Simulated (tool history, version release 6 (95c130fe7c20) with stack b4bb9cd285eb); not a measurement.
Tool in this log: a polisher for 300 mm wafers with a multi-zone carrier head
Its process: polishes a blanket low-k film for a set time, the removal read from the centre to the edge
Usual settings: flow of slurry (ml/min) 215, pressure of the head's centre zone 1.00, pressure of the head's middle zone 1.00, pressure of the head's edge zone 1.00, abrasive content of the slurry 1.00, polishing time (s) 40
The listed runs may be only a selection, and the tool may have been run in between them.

run	hour	flow of slurry (ml/min)	pressure of the head's centre zone	pressure of the head's middle zone	pressure of the head's edge zone	abrasive content of the slurry	polishing time (s)	wafers since the last listed run	wafers polished on this pad	hours since the slurry nozzle was cleaned	hours since the centre zone pressure was calibrated	hours since the edge zone pressure was calibrated	hours since the carrier head's membrane was replaced	incoming thickness of the incoming film, nm	film removed at the wafer's centre (angstrom)	film removed at mid-radius (angstrom)	film removed at the wafer's edge (angstrom)
1	0.0	215	1.03	1.00	1.00	1.00	40	0	1231	549.3	748.1	391.3	702.6	577.3	157	154	150
# hour 24.0: worn pad replaced by a new one
2	34.5	215	1.03	1.00	1.00	1.00	40	340	117	583.8	782.6	425.8	737.1	569.8	154	154	148
3	58.8	215	0.97	1.00	1.00	1.00	47	271	389	608.1	806.9	450.1	761.4	566.3	172	181	170
4	79.1	215	1.00	1.00	1.00	1.00	40	226	616	628.4	827.2	470.4	781.7	571.1	151	155	145
5	109.5	215	1.00	1.00	1.00	1.00	40	339	955	658.8	857.6	500.8	812.1	574.6	151	152	149
6	143.4	215	1.00	1.00	0.97	1.00	40	378	1334	692.7	891.5	534.7	846.0	572.4	153	154	145
# hour 160.2: worn pad replaced by a new one
7	167.0	215	1.00	1.00	0.97	1.00	40	219	75	716.3	915.1	558.3	869.6	570.6	151	154	146
# hour 189.6: edge zone pressure recalibrated
8	190.1	215	1.00	1.00	1.00	1.00	40	235	311	739.4	938.2	0.5	892.7	575.8	152	154	152
9	217.5	215	1.00	1.00	1.00	1.00	40	306	617	766.8	965.6	27.9	920.1	562.1	151	154	148
10	251.8	215	1.03	1.00	1.00	1.00	40	383	1001	801.1	999.9	62.2	954.4	573.0	155	153	148
# hour 259.0: slurry nozzle cleaned
# hour 261.0: centre zone pressure recalibrated
11	271.1	215	1.00	1.00	1.00	1.00	40	182	1183	12.1	10.1	81.5	973.7	558.1	151	152	145
# hour 293.2: worn pad replaced by a new one
# hour 303.0: carrier head's membrane replaced by a new one
12	306.1	215	0.94	1.00	1.00	0.80	40	290	87	47.1	45.1	116.5	3.1	575.0	137	146	141
13	340.6	215	0.94	1.00	1.00	1.00	40	385	473	81.6	79.6	151.0	37.6	571.4	143	153	149
14	357.5	215	1.00	0.92	1.00	1.20	40	188	662	98.5	96.5	167.9	54.5	574.1	160	152	152
15	388.4	215	1.00	1.00	1.03	0.85	46	345	1007	129.4	127.4	198.8	85.4	565.1	169	169	162
16	411.9	160	1.00	1.09	1.00	1.10	46	262	1270	152.9	150.9	222.3	108.9	567.4	170	186	169
# hour 421.3: worn pad replaced by a new one
17	446.6	280	1.00	1.05	1.05	1.00	40	343	282	187.6	185.6	257.0	143.6	580.4	155	165	155
18	460.2	250	0.92	1.00	1.00	0.75	40	151	434	201.2	199.2	270.6	157.2	570.9	132	146	143

Describe how what the log doesn't record of the tool's condition differs between the last listed run preceding each entry between runs and the first listed run following it.
In the gap between runs 1 and 2: worn pad replaced by a new one (hour 24.0)
  no hidden state differs between the two runs
In the gap between runs 6 and 7: worn pad replaced by a new one (hour 160.2)
  no hidden state differs between the two runs
In the gap between runs 7 and 8: edge zone pressure recalibrated (hour 189.6)
  no hidden state differs between the two runs
In the gap between runs 10 and 11: slurry nozzle cleaned (hour 259.0); centre zone pressure recalibrated (hour 261.0)
  no hidden state differs between the two runs
In the gap between runs 11 and 12: worn pad replaced by a new one (hour 293.2); carrier head's membrane replaced by a new one (hour 303.0)
  no hidden state differs between the two runs
In the gap between runs 16 and 17: worn pad replaced by a new one (hour 421.3)
  no hidden state differs between the two runs
